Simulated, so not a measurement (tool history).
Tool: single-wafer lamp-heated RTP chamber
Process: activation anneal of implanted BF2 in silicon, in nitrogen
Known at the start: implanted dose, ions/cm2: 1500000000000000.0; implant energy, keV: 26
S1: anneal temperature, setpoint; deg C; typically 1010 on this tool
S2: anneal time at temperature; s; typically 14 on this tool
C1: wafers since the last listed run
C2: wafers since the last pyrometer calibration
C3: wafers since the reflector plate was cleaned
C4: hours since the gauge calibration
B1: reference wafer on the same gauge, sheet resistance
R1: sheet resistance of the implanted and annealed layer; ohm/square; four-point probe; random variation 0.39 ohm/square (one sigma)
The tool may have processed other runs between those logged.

| run | hour | S1 | S2 | C1 | C2 | C3 | C4 | B1 | R1 |
|---|---|---|---|---|---|---|---|---|---|
| 1 | 0.0 | 1010 | 14 | 0 | 12272 | 9 | 1474.1 | 172.03 | 162.52 |
|  | 67.6 | pyrometer window cleaned and pyrometer calibrated |
| 2 | 92.4 | 1010 | 14 | 1708 | 502 | 1717 | 1566.5 | 172.04 | 162.19 |
| 3 | 170.5 | 1026 | 12 | 1580 | 2082 | 3298 | 1644.6 | 171.94 | 149.36 |
| 4 | 254.2 | 1010 | 14 | 1693 | 3776 | 4992 | 1728.3 | 171.95 | 161.87 |
| 5 | 293.0 | 1010 | 14 | 785 | 4561 | 5777 | 1767.1 | 171.99 | 161.94 |
| 6 | 386.7 | 1010 | 14 | 1896 | 6458 | 7673 | 1860.8 | 172.01 | 160.82 |
|  | 400.8 | gauge calibrated |
| 7 | 426.7 | 1010 | 14 | 809 | 7267 | 8483 | 25.9 | 171.97 | 161.65 |
| 8 | 533.2 | 1010 | 14 | 2155 | 9423 | 10638 | 132.4 | 171.99 | 159.79 |
| 9 | 571.5 | 1010 | 14 | 775 | 10198 | 11414 | 170.7 | 171.98 | 159.97 |
|  | 590.3 | reflector plate cleaned |
| 10 | 616.1 | 1010 | 14 | 740 | 10939 | 521 | 215.3 | 171.98 | 163.03 |
| 11 | 681.1 | 1010 | 14 | 1315 | 12254 | 1836 | 280.3 | 172.07 | 162.60 |
| 12 | 748.5 | 1010 | 14 | 1364 | 13618 | 3200 | 347.7 | 171.95 | 162.29 |
|  | 794.7 | pyrometer window cleaned and pyrometer calibrated |
| 13 | 836.5 | 1010 | 14 | 1619 | 846 | 4819 | 435.7 | 171.97 | 162.22 |
| 14 | 895.1 | 1010 | 14 | 1185 | 2032 | 6005 | 494.3 | 171.99 | 161.58 |
| 15 | 946.3 | 1010 | 14 | 1036 | 3069 | 7042 | 545.5 | 172.11 | 161.62 |
| 16 | 1008.6 | 996 | 18 | 1260 | 4329 | 8302 | 607.8 | 171.98 | 173.03 |
| 17 | 1101.1 | 1024 | 16 | 1872 | 6202 | 10175 | 700.3 | 172.05 | 144.09 |
| 18 | 1147.7 | 989 | 19 | 943 | 7145 | 11118 | 746.9 | 171.98 | 179.20 |
|  | 1200.5 | reflector plate cleaned |
| 19 | 1207.0 | 1023 | 14 | 1038 | 8183 | 132 | 806.2 | 172.12 | 149.79 |
| 20 | 1285.6 | 1002 | 6 | 1590 | 9774 | 1723 | 884.8 | 172.05 | 187.29 |
| 21 | 1353.1 | 1010 | 14 | 1366 | 11140 | 3089 | 952.3 | 172.05 | 161.52 |
| 22 | 1428.5 | 1024 | 6 | 1525 | 12666 | 4615 | 1027.7 | 172.00 | 164.53 |
| 23 | 1486.7 | 996 | 16 | 1177 | 13844 | 5793 | 1085.9 | 171.99 | 174.97 |
|  | 1518.7 | pyrometer window cleaned and pyrometer calibrated |
| 24 | 1560.5 | 1002 | 8 | 1331 | 845 | 7124 | 1159.7 | 172.03 | 181.04 |
| 25 | 1621.7 | 1010 | 17 | 1238 | 2084 | 8363 | 1220.9 | 172.01 | 156.62 |
| 26 | 1672.3 | 982 | 22 | 1024 | 3108 | 9387 | 1271.5 | 172.04 | 186.48 |
| 27 | 1715.3 | 1038 | 9 | 870 | 3978 | 10257 | 1314.5 | 171.96 | 143.31 |
| 28 | 1785.9 | 1010 | 9 | 1428 | 5407 | 11686 | 1385.1 | 172.05 | 168.37 |
| 29 | 1872.8 | 1010 | 14 | 1758 | 7166 | 13445 | 1472.0 | 172.05 | 158.84 |
|  | 1901.8 | reflector plate cleaned |
| 30 | 1967.1 | 1033 | 7 | 1746 | 8912 | 1321 | 1566.3 | 171.88 | 153.35 |
| 31 | 2030.7 | 998 | 21 | 1287 | 10200 | 2608 | 1629.9 | 172.04 | 167.15 |
|  | 2105.0 | gauge calibrated |
|  | 2162.4 | pyrometer window cleaned and pyrometer calibrated |
| 32 | 2211.0 | 994 | 14 | 3487 | 984 | 6095 | 106.0 | 171.91 | 180.65 |
| 33 | 2274.7 | 1023 | 11 | 1289 | 2273 | 7384 | 169.7 | 171.97 | 153.41 |
| 34 | 2375.4 | 1010 | 14 | 2038 | 4311 | 9423 | 270.4 | 171.97 | 160.83 |
| 35 | 2425.3 | 1000 | 22 | 1009 | 5321 | 10432 | 320.3 | 171.97 | 160.65 |
|  | 2482.9 | reflector plate cleaned |
| 36 | 2507.5 | 1036 | 17 | 1501 | 6823 | 497 | 402.5 | 171.95 | 134.00 |

Results per run with the tool's hidden condition removed, run-to-run variation unchanged:
What the log doesn't record here: true wafer temperature minus pyrometer reading, K; wafer temperature error from the tarnished reflector plate, K; gauge reads high (%).
| run | R1 |
|---|---|
| 1 | 162.61 |
| 2 | 162.35 |
| 3 | 149.62 |
| 4 | 162.49 |
| 5 | 162.74 |
| 6 | 162.14 |
| 7 | 163.25 |
| 8 | 162.21 |
| 9 | 162.74 |
| 10 | 163.17 |
| 11 | 162.81 |
| 12 | 162.63 |
| 13 | 162.86 |
| 14 | 162.48 |
| 15 | 162.81 |
| 16 | 174.88 |
| 17 | 145.93 |
| 18 | 182.52 |
| 19 | 150.09 |
| 20 | 187.70 |
| 21 | 162.08 |
| 22 | 165.21 |
| 23 | 176.18 |
| 24 | 182.51 |
| 25 | 158.44 |
| 26 | 189.37 |
| 27 | 145.18 |
| 28 | 171.47 |
| 29 | 162.89 |
| 30 | 153.61 |
| 31 | 167.63 |
| 32 | 181.91 |
| 33 | 154.62 |
| 34 | 162.97 |
| 35 | 163.45 |
| 36 | 134.18 |
